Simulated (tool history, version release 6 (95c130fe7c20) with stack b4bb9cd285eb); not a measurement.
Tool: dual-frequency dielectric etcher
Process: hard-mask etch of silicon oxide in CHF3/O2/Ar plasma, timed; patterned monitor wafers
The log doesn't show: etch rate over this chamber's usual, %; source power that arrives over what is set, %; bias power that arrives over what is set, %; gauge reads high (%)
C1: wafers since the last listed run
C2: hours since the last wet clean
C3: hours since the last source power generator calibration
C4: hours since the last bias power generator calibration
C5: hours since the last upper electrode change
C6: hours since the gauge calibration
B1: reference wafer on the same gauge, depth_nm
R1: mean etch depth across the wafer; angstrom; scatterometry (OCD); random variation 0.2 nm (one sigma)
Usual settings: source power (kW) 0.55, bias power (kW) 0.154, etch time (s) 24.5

{"run": 1, "day": 0.0, "source power (kW)": 0.55, "bias power (kW)": 0.154, "etch time (s)": 27.5, "C1": 0, "C2": 44.6, "C3": 4667.1, "C4": 3495, "C5": 3233.5, "C6": 494.3, "B1": 51.19, "R1": 509.3}
{"run": 2, "day": 0.833, "source power (kW)": 0.55, "bias power (kW)": 0.154, "etch time (s)": 29, "C1": 332, "C2": 64.6, "C3": 4687.1, "C4": 3515, "C5": 3253.5, "C6": 514.3, "B1": 51.18, "R1": 537.6}
{"run": 3, "day": 1.892, "source power (kW)": 0.55, "bias power (kW)": 0.142, "etch time (s)": 24.5, "C1": 422, "C2": 90, "C3": 4712.5, "C4": 3540.4, "C5": 3278.9, "C6": 539.7, "B1": 51.19, "R1": 443.5}
{"run": 4, "day": 3.362, "source power (kW)": 0.55, "bias power (kW)": 0.142, "etch time (s)": 24.5, "C1": 587, "C2": 125.3, "C3": 4747.8, "C4": 3575.7, "C5": 3314.2, "C6": 575, "B1": 51.24, "R1": 444.5}
{"run": 5, "day": 4.642, "source power (kW)": 0.55, "bias power (kW)": 0.168, "etch time (s)": 24.5, "C1": 511, "C2": 156, "C3": 4778.5, "C4": 3606.4, "C5": 3344.9, "C6": 605.7, "B1": 51.19, "R1": 464.9}
{"run": 6, "day": 5.421, "source power (kW)": 0.55, "bias power (kW)": 0.168, "etch time (s)": 24.5, "C1": 311, "C2": 174.7, "C3": 4797.2, "C4": 3625.1, "C5": 3363.6, "C6": 624.4, "B1": 51.14, "R1": 466.9}
{"run": 7, "day": 6.746, "source power (kW)": 0.55, "bias power (kW)": 0.168, "etch time (s)": 24.5, "C1": 529, "C2": 206.5, "C3": 4829, "C4": 3656.9, "C5": 3395.4, "C6": 656.2, "B1": 51.21, "R1": 462.2}
{"run": 8, "day": 8.096, "source power (kW)": 0.55, "bias power (kW)": 0.154, "etch time (s)": 24.5, "C1": 539, "C2": 238.9, "C3": 4861.4, "C4": 3689.3, "C5": 3427.8, "C6": 688.6, "B1": 51.17, "R1": 448.8}
{"run": 9, "day": 8.933, "source power (kW)": 0.55, "bias power (kW)": 0.154, "etch time (s)": 24.5, "C1": 334, "C2": 259, "C3": 4881.5, "C4": 3709.4, "C5": 3447.9, "C6": 708.7, "B1": 51.12, "R1": 448.2}
{"run": 10, "day": 9.662, "source power (kW)": 0.6, "bias power (kW)": 0.154, "etch time (s)": 24.5, "C1": 291, "C2": 276.5, "C3": 4899, "C4": 3726.9, "C5": 3465.4, "C6": 726.2, "B1": 51.2, "R1": 465.2}
{"day": 10.312, "done": "source power generator calibrated"}
{"day": 11.167, "done": "upper electrode replaced"}
{"day": 11.271, "done": "wet clean of the chamber"}
{"run": 11, "day": 11.292, "source power (kW)": 0.55, "bias power (kW)": 0.129, "etch time (s)": 24.5, "C1": 200, "C2": 0.5, "C3": 23.5, "C4": 3766, "C5": 3, "C6": 765.3, "B1": 51.21, "R1": 434.2}
{"run": 12, "day": 11.696, "source power (kW)": 0.5, "bias power (kW)": 0.172, "etch time (s)": 18, "C1": 161, "C2": 10.2, "C3": 33.2, "C4": 3775.7, "C5": 12.7, "C6": 775, "B1": 51.17, "R1": 328.8}
{"run": 13, "day": 12.479, "source power (kW)": 0.55, "bias power (kW)": 0.154, "etch time (s)": 24.5, "C1": 312, "C2": 29, "C3": 52, "C4": 3794.5, "C5": 31.5, "C6": 793.8, "B1": 51.12, "R1": 457.9}
{"run": 14, "day": 13.775, "source power (kW)": 0.66, "bias power (kW)": 0.139, "etch time (s)": 21.5, "C1": 517, "C2": 60.1, "C3": 83.1, "C4": 3825.6, "C5": 62.6, "C6": 824.9, "B1": 51.19, "R1": 423}
{"run": 15, "day": 14.958, "source power (kW)": 0.55, "bias power (kW)": 0.154, "etch time (s)": 24.5, "C1": 472, "C2": 88.5, "C3": 111.5, "C4": 3854, "C5": 91, "C6": 853.3, "B1": 51.23, "R1": 454.8}
{"run": 16, "day": 15.85, "source power (kW)": 0.55, "bias power (kW)": 0.154, "etch time (s)": 24.5, "C1": 356, "C2": 109.9, "C3": 132.9, "C4": 3875.4, "C5": 112.4, "C6": 874.7, "B1": 51.26, "R1": 455.8}
{"day": 16.688, "done": "gauge calibrated"}
{"run": 17, "day": 17.096, "source power (kW)": 0.55, "bias power (kW)": 0.154, "etch time (s)": 24.5, "C1": 497, "C2": 139.8, "C3": 162.8, "C4": 3905.3, "C5": 142.3, "C6": 9.8, "B1": 51.19, "R1": 452.3}
{"run": 18, "day": 18.546, "source power (kW)": 0.45, "bias power (kW)": 0.125, "etch time (s)": 29.5, "C1": 579, "C2": 174.6, "C3": 197.6, "C4": 3940.1, "C5": 177.1, "C6": 44.6, "B1": 51.17, "R1": 460.6}
{"run": 19, "day": 19.188, "source power (kW)": 0.55, "bias power (kW)": 0.154, "etch time (s)": 24.5, "C1": 256, "C2": 190, "C3": 213, "C4": 3955.5, "C5": 192.5, "C6": 60, "B1": 51.2, "R1": 448.2}
{"run": 20, "day": 20.475, "source power (kW)": 0.47, "bias power (kW)": 0.127, "etch time (s)": 24.5, "C1": 514, "C2": 220.9, "C3": 243.9, "C4": 3986.4, "C5": 223.4, "C6": 90.9, "B1": 51.32, "R1": 392.6}
{"day": 21.088, "done": "bias power generator calibrated"}
{"run": 21, "day": 21.162, "source power (kW)": 0.41, "bias power (kW)": 0.126, "etch time (s)": 24.5, "C1": 208, "C2": 237.4, "C3": 260.4, "C4": 1.8, "C5": 239.9, "C6": 107.4, "B1": 51.28, "R1": 363.8}
{"run": 22, "day": 22.2, "source power (kW)": 0.55, "bias power (kW)": 0.138, "etch time (s)": 24.5, "C1": 414, "C2": 262.3, "C3": 285.3, "C4": 26.7, "C5": 264.8, "C6": 132.3, "B1": 51.14, "R1": 436.2}
{"run": 23, "day": 22.892, "source power (kW)": 0.55, "bias power (kW)": 0.154, "etch time (s)": 31.5, "C1": 276, "C2": 278.9, "C3": 301.9, "C4": 43.3, "C5": 281.4, "C6": 148.9, "B1": 51.15, "R1": 574.2}
{"day": 24.871, "done": "wet clean of the chamber"}
{"run": 24, "day": 24.892, "source power (kW)": 0.68, "bias power (kW)": 0.176, "etch time (s)": 21.5, "C1": 399, "C2": 0.5, "C3": 349.9, "C4": 91.3, "C5": 329.4, "C6": 196.9, "B1": 51.18, "R1": 458.5}
{"run": 25, "day": 25.446, "source power (kW)": 0.44, "bias power (kW)": 0.154, "etch time (s)": 19.5, "C1": 221, "C2": 13.8, "C3": 363.2, "C4": 104.6, "C5": 342.7, "C6": 210.2, "B1": 51.22, "R1": 323.5}
{"run": 26, "day": 26.654, "source power (kW)": 0.45, "bias power (kW)": 0.154, "etch time (s)": 18, "C1": 482, "C2": 42.8, "C3": 392.2, "C4": 133.6, "C5": 371.7, "C6": 239.2, "B1": 51.27, "R1": 300.9}
{"run": 27, "day": 28.1, "source power (kW)": 0.42, "bias power (kW)": 0.154, "etch time (s)": 24.5, "C1": 577, "C2": 77.5, "C3": 426.9, "C4": 168.3, "C5": 406.4, "C6": 273.9, "B1": 51.11, "R1": 392.7}
{"run": 28, "day": 29.212, "source power (kW)": 0.69, "bias power (kW)": 0.154, "etch time (s)": 28.5, "C1": 444, "C2": 104.2, "C3": 453.6, "C4": 195, "C5": 433.1, "C6": 300.6, "B1": 51.19, "R1": 590.7}
{"run": 29, "day": 30.788, "source power (kW)": 0.55, "bias power (kW)": 0.154, "etch time (s)": 24.5, "C1": 629, "C2": 142, "C3": 491.4, "C4": 232.8, "C5": 470.9, "C6": 338.4, "B1": 51.17, "R1": 454.5}

5 ways to go on from here, each from the tool as it stands after run 29. What would each give?
{"run": "A", "day": 30.804, "source power (kW)": 0.55, "bias power (kW)": 0.154, "etch time (s)": 24.5, "C1": 6, "C2": 142.4, "C3": 491.8, "C4": 233.2, "C5": 471.3, "C6": 338.8, "B1": "?", "R1": "?"}
{"run": "B", "day": 30.804, "source power (kW)": 0.42, "bias power (kW)": 0.12, "etch time (s)": 28.5, "C1": 6, "C2": 142.4, "C3": 491.8, "C4": 233.2, "C5": 471.3, "C6": 338.8, "B1": "?", "R1": "?"}
{"run": "C", "day": 30.804, "source power (kW)": 0.5, "bias power (kW)": 0.154, "etch time (s)": 24.5, "C1": 6, "C2": 142.4, "C3": 491.8, "C4": 233.2, "C5": 471.3, "C6": 338.8, "B1": "?", "R1": "?"}
{"run": "D", "day": 30.804, "source power (kW)": 0.55, "bias power (kW)": 0.154, "etch time (s)": 27, "C1": 6, "C2": 142.4, "C3": 491.8, "C4": 233.2, "C5": 471.3, "C6": 338.8, "B1": "?", "R1": "?"}
{"run": "E", "day": 30.804, "source power (kW)": 0.66, "bias power (kW)": 0.116, "etch time (s)": 21.5, "C1": 6, "C2": 142.4, "C3": 491.8, "C4": 233.2, "C5": 471.3, "C6": 338.8, "B1": "?", "R1": "?"}

run=A B1=51.19 R1=452.3
run=B B1=51.19 R1=426.4
run=C B1=51.19 R1=431.1
run=D B1=51.19 R1=498.5
run=E B1=51.19 R1=402.3
Without the tool's hidden state the same runs would have given:
run=A R1=456.3
run=B R1=430.2
run=C R1=434.8
run=D R1=502.8
run=E R1=405.8

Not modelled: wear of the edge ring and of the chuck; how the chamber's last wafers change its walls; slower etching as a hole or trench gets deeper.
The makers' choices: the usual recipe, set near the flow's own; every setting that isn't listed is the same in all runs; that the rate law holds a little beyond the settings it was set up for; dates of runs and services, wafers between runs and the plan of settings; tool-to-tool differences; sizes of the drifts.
